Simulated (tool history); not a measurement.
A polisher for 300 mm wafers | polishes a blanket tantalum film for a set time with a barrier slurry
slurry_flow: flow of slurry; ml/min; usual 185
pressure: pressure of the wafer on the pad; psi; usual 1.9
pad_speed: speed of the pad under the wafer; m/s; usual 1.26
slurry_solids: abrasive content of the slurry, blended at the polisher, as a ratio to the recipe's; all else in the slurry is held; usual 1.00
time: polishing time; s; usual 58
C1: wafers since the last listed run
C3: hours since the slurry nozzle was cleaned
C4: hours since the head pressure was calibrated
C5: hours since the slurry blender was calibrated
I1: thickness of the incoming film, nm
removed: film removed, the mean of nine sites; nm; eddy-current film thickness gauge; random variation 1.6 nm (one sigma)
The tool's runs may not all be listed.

{"run": 1, "day": 0.0, "slurry_flow": 185, "pressure": 1.9, "pad_speed": 1.26, "slurry_solids": 1.0, "time": 58, "C1": 0, "wafers polished on this pad": 1993, "C3": 121.6, "C4": 1320.4, "C5": 74.4, "I1": 466.8, "removed": 98.3}
{"day": 1.525, "done": "worn pad replaced by a new one"}
{"run": 2, "day": 1.546, "slurry_flow": 185, "pressure": 1.9, "pad_speed": 1.16, "slurry_solids": 1.0, "time": 58, "C1": 473, "wafers polished on this pad": 6, "C3": 158.7, "C4": 1357.5, "C5": 111.5, "I1": 474.3, "removed": 92.8}
{"run": 3, "day": 2.858, "slurry_flow": 185, "pressure": 1.9, "pad_speed": 1.16, "slurry_solids": 1.0, "time": 58, "C1": 450, "wafers polished on this pad": 457, "C3": 190.2, "C4": 1389.0, "C5": 143.0, "I1": 470.5, "removed": 91.5}
{"day": 4.167, "done": "head pressure recalibrated"}
{"run": 4, "day": 4.188, "slurry_flow": 185, "pressure": 1.9, "pad_speed": 1.26, "slurry_solids": 1.0, "time": 58, "C1": 427, "wafers polished on this pad": 885, "C3": 222.1, "C4": 0.5, "C5": 174.9, "I1": 474.1, "removed": 95.0}
{"run": 5, "day": 5.362, "slurry_flow": 185, "pressure": 1.9, "pad_speed": 1.26, "slurry_solids": 1.0, "time": 58, "C1": 403, "wafers polished on this pad": 1289, "C3": 250.3, "C4": 28.7, "C5": 203.1, "I1": 478.8, "removed": 89.4}
{"day": 5.796, "done": "slurry nozzle cleaned"}
{"run": 6, "day": 6.025, "slurry_flow": 185, "pressure": 1.9, "pad_speed": 1.26, "slurry_solids": 1.0, "time": 58, "C1": 213, "wafers polished on this pad": 1502, "C3": 5.5, "C4": 44.6, "C5": 219.0, "I1": 466.1, "removed": 105.8}
{"run": 7, "day": 6.688, "slurry_flow": 185, "pressure": 1.9, "pad_speed": 1.26, "slurry_solids": 1.0, "time": 58, "C1": 227, "wafers polished on this pad": 1730, "C3": 21.4, "C4": 60.5, "C5": 234.9, "I1": 475.8, "removed": 102.0}
{"run": 8, "day": 8.625, "slurry_flow": 185, "pressure": 1.9, "pad_speed": 1.26, "slurry_solids": 1.0, "time": 58, "C1": 665, "wafers polished on this pad": 2395, "C3": 67.9, "C4": 107.0, "C5": 281.4, "I1": 469.8, "removed": 99.6}
{"run": 9, "day": 9.596, "slurry_flow": 185, "pressure": 1.9, "pad_speed": 1.26, "slurry_solids": 1.0, "time": 58, "C1": 333, "wafers polished on this pad": 2729, "C3": 91.2, "C4": 130.3, "C5": 304.7, "I1": 464.6, "removed": 98.9}
{"day": 10.308, "done": "worn pad replaced by a new one"}
{"day": 10.65, "done": "slurry blender recalibrated"}
{"run": 10, "day": 10.846, "slurry_flow": 230, "pressure": 1.6, "pad_speed": 0.94, "slurry_solids": 0.9, "time": 58, "C1": 343, "wafers polished on this pad": 156, "C3": 121.2, "C4": 160.3, "C5": 4.7, "I1": 469.0, "removed": 63.0}
{"run": 11, "day": 11.762, "slurry_flow": 185, "pressure": 1.7, "pad_speed": 1.26, "slurry_solids": 0.9, "time": 58, "C1": 314, "wafers polished on this pad": 471, "C3": 143.2, "C4": 182.3, "C5": 26.7, "I1": 461.7, "removed": 85.5}
{"run": 12, "day": 12.492, "slurry_flow": 145, "pressure": 1.9, "pad_speed": 1.26, "slurry_solids": 0.75, "time": 58, "C1": 250, "wafers polished on this pad": 721, "C3": 160.7, "C4": 199.8, "C5": 44.2, "I1": 470.3, "removed": 76.8}
{"run": 13, "day": 13.604, "slurry_flow": 165, "pressure": 1.9, "pad_speed": 1.06, "slurry_solids": 1.0, "time": 48, "C1": 382, "wafers polished on this pad": 1103, "C3": 187.4, "C4": 226.5, "C5": 70.9, "I1": 472.5, "removed": 64.1}
{"day": 14.246, "done": "slurry nozzle cleaned"}
{"run": 14, "day": 14.829, "slurry_flow": 185, "pressure": 1.9, "pad_speed": 1.26, "slurry_solids": 1.25, "time": 71, "C1": 406, "wafers polished on this pad": 1510, "C3": 14.0, "C4": 255.9, "C5": 100.3, "I1": 470.0, "removed": 141.5}
{"run": 15, "day": 15.746, "slurry_flow": 185, "pressure": 1.9, "pad_speed": 1.26, "slurry_solids": 1.0, "time": 58, "C1": 314, "wafers polished on this pad": 1825, "C3": 36.0, "C4": 277.9, "C5": 122.3, "I1": 474.9, "removed": 100.7}

Forecast run 16:
{"run": 16, "day": 17.167, "slurry_flow": 185, "pressure": 1.9, "pad_speed": 1.26, "slurry_solids": 1.0, "time": 58, "C1": 488, "wafers polished on this pad": 2313, "C3": 70.1, "C4": 312.0, "C5": 156.4, "I1": 465.1, "removed": "?"}

removed: 100.9 nm
Without the tool's hidden state the same run would have given removed 111.9 nm.
